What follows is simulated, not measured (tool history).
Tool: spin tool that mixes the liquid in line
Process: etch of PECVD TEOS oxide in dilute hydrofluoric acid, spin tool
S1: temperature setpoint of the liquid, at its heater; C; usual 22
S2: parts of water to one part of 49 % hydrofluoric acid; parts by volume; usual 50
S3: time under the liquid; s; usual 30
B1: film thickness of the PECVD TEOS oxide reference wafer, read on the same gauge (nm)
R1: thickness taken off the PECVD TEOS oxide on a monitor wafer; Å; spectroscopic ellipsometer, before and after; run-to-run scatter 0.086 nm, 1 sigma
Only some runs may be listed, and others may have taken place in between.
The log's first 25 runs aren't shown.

{"run": 26, "hour": 2325.8, "S1": 18.5, "S2": 50, "S3": 15, "B1": 129.99, "R1": 47.8}
{"run": 27, "hour": 2382.8, "S1": 17.5, "S2": 65, "S3": 15, "B1": 130, "R1": 34.4}
{"run": 28, "hour": 2474.6, "S1": 22, "S2": 50, "S3": 30, "B1": 130, "R1": 109.4}
{"hour": 2539.1, "done": "hydrofluoric acid flow meter replaced"}
{"run": 29, "hour": 2562.3, "S1": 24.5, "S2": 50, "S3": 30, "B1": 130, "R1": 131.3}
{"run": 30, "hour": 2630.4, "S1": 22, "S2": 70, "S3": 30, "B1": 130.02, "R1": 81.7}
{"run": 31, "hour": 2807.9, "S1": 19.5, "S2": 50, "S3": 30, "B1": 129.98, "R1": 107.7}
{"run": 32, "hour": 2898.4, "S1": 22, "S2": 50, "S3": 30, "B1": 129.99, "R1": 115.6}
{"hour": 2964.9, "done": "thermometer replaced"}
{"run": 33, "hour": 2978.2, "S1": 23.5, "S2": 50, "S3": 30, "B1": 129.99, "R1": 122.3}

Predict each of these 4 candidate next runs independently; none follows another, all start after run 33:
{"run": "A", "hour": 2978.6, "S1": 22, "S2": 40, "S3": 30, "B1": "?", "R1": "?"}
{"run": "B", "hour": 2978.6, "S1": 20, "S2": 50, "S3": 15, "B1": "?", "R1": "?"}
{"run": "C", "hour": 2978.6, "S1": 22, "S2": 40, "S3": 45, "B1": "?", "R1": "?"}
{"run": "D", "hour": 2978.6, "S1": 20, "S2": 35, "S3": 30, "B1": "?", "R1": "?"}

run=A B1=130 R1=142.7
run=B B1=130 R1=51.8
run=C B1=130 R1=214.1
run=D B1=130 R1=150.8
With no hidden state in the tool, these same runs would have given:
run=A R1=146
run=B R1=53
run=C R1=219
run=D R1=154.2
